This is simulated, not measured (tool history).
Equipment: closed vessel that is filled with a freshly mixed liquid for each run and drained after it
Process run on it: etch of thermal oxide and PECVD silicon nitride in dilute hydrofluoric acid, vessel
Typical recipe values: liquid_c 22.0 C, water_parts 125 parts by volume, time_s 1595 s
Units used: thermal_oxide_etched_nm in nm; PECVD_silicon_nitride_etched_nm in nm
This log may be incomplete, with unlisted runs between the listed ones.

run     day  liquid_c  water_parts  time_s  wafers since the last listed run  hours since the thermometer was replaced  hours since the hydrofluoric acid flow meter was replaced  hours since the gauge calibration  read-back film thickness of the thermal oxide reference wafer, read on the same gauge (nm)  read-back film thickness of the PECVD silicon nitride reference wafer, read on the same gauge (nm)  thermal_oxide_etched_nm  PECVD_silicon_nitride_etched_nm
  1   0.000      20.0          125    1595                                 0                                    1935.7                                                     2332.4                               20.0                                                                                      130.02                                                                                               69.98                    51.76                            17.99
  2   0.658      20.0          125    1595                               908                                    1951.5                                                     2348.2                               35.8                                                                                      130.00                                                                                               70.01                    51.35                            18.02
  3   1.725      22.0          125    1595                              1471                                    1977.1                                                     2373.8                               61.4                                                                                      130.02                                                                                               69.97                    56.06                            20.56
  4   2.908      22.0          125    1595                              1632                                    2005.5                                                     2402.2                               89.8                                                                                      130.00                                                                                               70.00                    55.88                            20.86
      2.979  -- hydrofluoric acid flow meter replaced
  5   3.696      23.5           70    1090                              1029                                    2024.4                                                       17.2                              108.7                                                                                      130.00                                                                                               70.02                    78.10                            27.91
  6   4.700      19.0          125    2105                              1385                                    2048.5                                                       41.3                              132.8                                                                                      130.00                                                                                               69.99                    65.61                            22.17
  7   7.033      20.5          140    1595                              3219                                    2104.5                                                       97.3                              188.8                                                                                      130.01                                                                                               70.01                    45.89                            16.56
  8   7.992      21.0          125    1595                              1322                                    2127.5                                                      120.3                              211.8                                                                                      129.97                                                                                               69.97                    54.44                            19.38
  9   9.212      23.5          105    1595                              1684                                    2156.8                                                      149.6                              241.1                                                                                      129.94                                                                                               70.01                    71.63                            26.91
 10  10.542      22.0          125    1595                              1834                                    2188.7                                                      181.5                              273.0                                                                                      129.98                                                                                               69.96                    55.97                            20.51
 11  11.354      22.0          125    2535                              1121                                    2208.2                                                      201.0                              292.5                                                                                      130.00                                                                                               69.96                    89.91                            32.78
 12  12.583      22.0          155    1595                              1696                                    2237.7                                                      230.5                              322.0                                                                                      130.01                                                                                               69.98                    43.61                            16.60
 13  14.083      22.0          125    1595                              2069                                    2273.7                                                      266.5                              358.0                                                                                      129.99                                                                                               69.97                    56.14                            20.73
 14  15.242      22.0          125    1595                              1598                                    2301.5                                                      294.3                              385.8                                                                                      129.97                                                                                               70.00                    56.53                            20.63
 15  16.321      20.0          125    1595                              1489                                    2327.4                                                      320.2                              411.7                                                                                      129.98                                                                                               69.99                    52.01                            17.99
 16  18.854      19.5          180    2280                              3495                                    2388.2                                                      381.0                              472.5                                                                                      129.99                                                                                               69.97                    47.15                            18.01
     19.233  -- thermometer replaced
 17  20.296      18.0          165    2460                              1931                                      25.5                                                      415.6                              507.1                                                                                      130.00                                                                                               70.04                    53.40                            18.75
 18  21.700      22.0          125    1595                              1937                                      59.2                                                      449.3                              540.8                                                                                      130.04                                                                                               70.01                    55.63                            20.96
 19  22.746      20.5          140    1595                              1443                                      84.3                                                      474.4                              565.9                                                                                      130.00                                                                                               70.00                    46.30                            16.90

Estimate the outcome of run 20 from the log above:
 20  24.100      19.0           70    1045                              1868                                     116.8                                                      506.9                              598.4                                                                                           ?                                                                                                   ?                        ?                                ?

read-back film thickness of the thermal oxide reference wafer, read on the same gauge (nm): 130.02
read-back film thickness of the PECVD silicon nitride reference wafer, read on the same gauge (nm): 69.99
thermal_oxide_etched_nm: 61.83 nm
PECVD_silicon_nitride_etched_nm: 19.53 nm
Minus the tool's unlogged condition, the same run would have read thermal_oxide_etched_nm 61.83 nm, PECVD_silicon_nitride_etched_nm 19.53 nm.

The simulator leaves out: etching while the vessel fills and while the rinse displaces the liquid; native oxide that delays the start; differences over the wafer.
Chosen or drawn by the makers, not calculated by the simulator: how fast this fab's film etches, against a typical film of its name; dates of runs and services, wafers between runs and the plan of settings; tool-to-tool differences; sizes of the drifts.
